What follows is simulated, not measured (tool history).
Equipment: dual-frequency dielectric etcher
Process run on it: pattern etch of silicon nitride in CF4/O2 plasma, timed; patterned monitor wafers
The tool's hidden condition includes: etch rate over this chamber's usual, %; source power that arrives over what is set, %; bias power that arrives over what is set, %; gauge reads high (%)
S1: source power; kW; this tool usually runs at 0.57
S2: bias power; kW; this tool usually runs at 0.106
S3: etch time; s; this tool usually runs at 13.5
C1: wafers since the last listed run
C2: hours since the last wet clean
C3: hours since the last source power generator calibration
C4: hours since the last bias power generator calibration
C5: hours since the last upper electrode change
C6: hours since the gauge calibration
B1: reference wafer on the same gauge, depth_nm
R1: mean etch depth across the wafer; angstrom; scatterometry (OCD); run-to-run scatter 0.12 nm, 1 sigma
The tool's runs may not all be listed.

{"run": 1, "hour": 0.0, "S1": 0.57, "S2": 0.106, "S3": 13.5, "C1": 0, "C2": 2.9, "C3": 1539.3, "C4": 4230.7, "C5": 1981.9, "C6": 617.7, "B1": 23.61, "R1": 268.9}
{"run": 2, "hour": 32.5, "S1": 0.57, "S2": 0.106, "S3": 13.5, "C1": 714, "C2": 35.4, "C3": 1571.8, "C4": 4263.2, "C5": 2014.4, "C6": 650.2, "B1": 23.59, "R1": 269.8}
{"run": 3, "hour": 115.4, "S1": 0.57, "S2": 0.106, "S3": 13.5, "C1": 1821, "C2": 118.3, "C3": 1654.7, "C4": 4346.1, "C5": 2097.3, "C6": 733.1, "B1": 23.59, "R1": 268.6}
{"run": 4, "hour": 148.1, "S1": 0.57, "S2": 0.106, "S3": 13.5, "C1": 718, "C2": 151, "C3": 1687.4, "C4": 4378.8, "C5": 2130, "C6": 765.8, "B1": 23.61, "R1": 271.4}
{"run": 5, "hour": 160.7, "S1": 0.57, "S2": 0.106, "S3": 13.5, "C1": 276, "C2": 163.6, "C3": 1700, "C4": 4391.4, "C5": 2142.6, "C6": 778.4, "B1": 23.59, "R1": 268.9}
{"run": 6, "hour": 173.6, "S1": 0.57, "S2": 0.091, "S3": 13.5, "C1": 283, "C2": 176.5, "C3": 1712.9, "C4": 4404.3, "C5": 2155.5, "C6": 791.3, "B1": 23.61, "R1": 258.7}
{"run": 7, "hour": 190.2, "S1": 0.57, "S2": 0.091, "S3": 13.5, "C1": 364, "C2": 193.1, "C3": 1729.5, "C4": 4420.9, "C5": 2172.1, "C6": 807.9, "B1": 23.62, "R1": 258.2}
{"run": 8, "hour": 224.3, "S1": 0.57, "S2": 0.106, "S3": 11.5, "C1": 749, "C2": 227.2, "C3": 1763.6, "C4": 4455, "C5": 2206.2, "C6": 842, "B1": 23.58, "R1": 227.6}
{"run": 9, "hour": 247.8, "S1": 0.57, "S2": 0.106, "S3": 11.5, "C1": 516, "C2": 250.7, "C3": 1787.1, "C4": 4478.5, "C5": 2229.7, "C6": 865.5, "B1": 23.6, "R1": 229.6}
{"run": 10, "hour": 267.8, "S1": 0.57, "S2": 0.106, "S3": 11.5, "C1": 439, "C2": 270.7, "C3": 1807.1, "C4": 4498.5, "C5": 2249.7, "C6": 885.5, "B1": 23.59, "R1": 230.8}
{"run": 11, "hour": 298.1, "S1": 0.57, "S2": 0.106, "S3": 13.5, "C1": 665, "C2": 301, "C3": 1837.4, "C4": 4528.8, "C5": 2280, "C6": 915.8, "B1": 23.61, "R1": 269.6}
{"run": 12, "hour": 329.9, "S1": 0.5, "S2": 0.106, "S3": 13.5, "C1": 698, "C2": 332.8, "C3": 1869.2, "C4": 4560.6, "C5": 2311.8, "C6": 947.6, "B1": 23.61, "R1": 234.7}
{"hour": 359.3, "done": "bias power generator calibrated"}
{"run": 13, "hour": 359.8, "S1": 0.57, "S2": 0.085, "S3": 13.5, "C1": 569, "C2": 362.7, "C3": 1899.1, "C4": 0.5, "C5": 2341.7, "C6": 977.5, "B1": 23.6, "R1": 254.6}
{"run": 14, "hour": 391.9, "S1": 0.71, "S2": 0.114, "S3": 13.5, "C1": 705, "C2": 394.8, "C3": 1931.2, "C4": 32.6, "C5": 2373.8, "C6": 1009.6, "B1": 23.61, "R1": 348.3}
{"hour": 425.9, "done": "wet clean of the chamber"}
{"run": 15, "hour": 426.4, "S1": 0.68, "S2": 0.118, "S3": 14.5, "C1": 230, "C2": 0.5, "C3": 1965.7, "C4": 67.1, "C5": 2408.3, "C6": 1044.1, "B1": 23.6, "R1": 354.1}
{"hour": 442.9, "done": "source power generator calibrated"}
{"run": 16, "hour": 456.5, "S1": 0.57, "S2": 0.096, "S3": 10.5, "C1": 573, "C2": 30.6, "C3": 13.6, "C4": 97.2, "C5": 2438.4, "C6": 1074.2, "B1": 23.6, "R1": 208.9}
{"run": 17, "hour": 478.1, "S1": 0.57, "S2": 0.106, "S3": 13.5, "C1": 474, "C2": 52.2, "C3": 35.2, "C4": 118.8, "C5": 2460, "C6": 1095.8, "B1": 23.64, "R1": 279.1}
{"hour": 507.9, "done": "upper electrode replaced"}
{"run": 18, "hour": 508.4, "S1": 0.66, "S2": 0.106, "S3": 13.5, "C1": 138, "C2": 82.5, "C3": 65.5, "C4": 149.1, "C5": 0.5, "C6": 1126.1, "B1": 23.58, "R1": 325.9}
{"run": 19, "hour": 524.7, "S1": 0.5, "S2": 0.097, "S3": 12, "C1": 358, "C2": 98.8, "C3": 81.8, "C4": 165.4, "C5": 16.8, "C6": 1142.4, "B1": 23.58, "R1": 210.3}
{"run": 20, "hour": 541.4, "S1": 0.57, "S2": 0.106, "S3": 11.5, "C1": 366, "C2": 115.5, "C3": 98.5, "C4": 182.1, "C5": 33.5, "C6": 1159.1, "B1": 23.61, "R1": 238.1}
{"hour": 544.9, "done": "gauge calibrated"}
{"run": 21, "hour": 570.8, "S1": 0.57, "S2": 0.129, "S3": 15, "C1": 645, "C2": 144.9, "C3": 127.9, "C4": 211.5, "C5": 62.9, "C6": 25.9, "B1": 23.58, "R1": 327.6}
{"run": 22, "hour": 583.8, "S1": 0.57, "S2": 0.094, "S3": 11.5, "C1": 285, "C2": 157.9, "C3": 140.9, "C4": 224.5, "C5": 75.9, "C6": 38.9, "B1": 23.61, "R1": 230.6}
{"run": 23, "hour": 599.6, "S1": 0.57, "S2": 0.099, "S3": 11, "C1": 347, "C2": 173.7, "C3": 156.7, "C4": 240.3, "C5": 91.7, "C6": 54.7, "B1": 23.59, "R1": 224}
{"run": 24, "hour": 631.3, "S1": 0.65, "S2": 0.106, "S3": 13.5, "C1": 696, "C2": 205.4, "C3": 188.4, "C4": 272, "C5": 123.4, "C6": 86.4, "B1": 23.59, "R1": 323.4}
{"run": 25, "hour": 644.2, "S1": 0.57, "S2": 0.106, "S3": 13.5, "C1": 283, "C2": 218.3, "C3": 201.3, "C4": 284.9, "C5": 136.3, "C6": 99.3, "B1": 23.58, "R1": 279.5}
{"run": 26, "hour": 665.2, "S1": 0.57, "S2": 0.106, "S3": 13.5, "C1": 461, "C2": 239.3, "C3": 222.3, "C4": 305.9, "C5": 157.3, "C6": 120.3, "B1": 23.61, "R1": 280}
{"run": 27, "hour": 692.8, "S1": 0.46, "S2": 0.106, "S3": 17, "C1": 606, "C2": 266.9, "C3": 249.9, "C4": 333.5, "C5": 184.9, "C6": 147.9, "B1": 23.59, "R1": 280}
{"run": 28, "hour": 728.5, "S1": 0.57, "S2": 0.106, "S3": 17, "C1": 784, "C2": 302.6, "C3": 285.6, "C4": 369.2, "C5": 220.6, "C6": 183.6, "B1": 23.6, "R1": 354.8}
{"hour": 778.5, "done": "wet clean of the chamber"}
{"run": 29, "hour": 779.0, "S1": 0.57, "S2": 0.106, "S3": 13.5, "C1": 582, "C2": 0.5, "C3": 336.1, "C4": 419.7, "C5": 271.1, "C6": 234.1, "B1": 23.59, "R1": 275.7}
{"run": 30, "hour": 779.3, "S1": 0.57, "S2": 0.099, "S3": 9.5, "C1": 6, "C2": 0.8, "C3": 336.4, "C4": 420, "C5": 271.4, "C6": 234.4, "B1": 23.59, "R1": 190.5}

Hidden condition of the tool, last listed run before each entry between runs versus first listed run after:
From run 12 to run 13: bias power generator calibrated (hour 359.3)
  etch rate over this chamber's usual, %: 1.68 -> 1.85; source power that arrives over what is set, %: -4.05 -> -4.12
  measured value less the no-hidden-state value, R1: -6.5 -> -6.9 angstrom
From run 14 to run 15: wet clean of the chamber (hour 425.9)
  etch rate over this chamber's usual, %: 2.02 -> -0.028; source power that arrives over what is set, %: -4.19 -> -4.27
  measured value less the no-hidden-state value, R1: -9 -> -16.9 angstrom
From run 15 to run 16: source power generator calibrated (hour 442.9)
  etch rate over this chamber's usual, %: -0.028 -> 0.139; source power that arrives over what is set, %: -4.27 -> 0.23
  measured value less the no-hidden-state value, R1: -16.9 -> +0.8 angstrom
From run 17 to run 18: upper electrode replaced (hour 507.9)
  etch rate over this chamber's usual, %: 0.259 -> 0.428; source power that arrives over what is set, %: 0.181 -> 0.113
  measured value less the no-hidden-state value, R1: +1.3 -> +1.8 angstrom
From run 20 to run 21: gauge calibrated (hour 544.9)
  etch rate over this chamber's usual, %: 0.611 -> 0.775; source power that arrives over what is set, %: 0.0393 -> -0.0266
  measured value less the no-hidden-state value, R1: +1.5 -> +2.4 angstrom
From run 28 to run 29: wet clean of the chamber (hour 778.5)
  etch rate over this chamber's usual, %: 1.65 -> 0.373; source power that arrives over what is set, %: -0.38 -> -0.493
  measured value less the no-hidden-state value, R1: +4.3 -> -0.4 angstrom
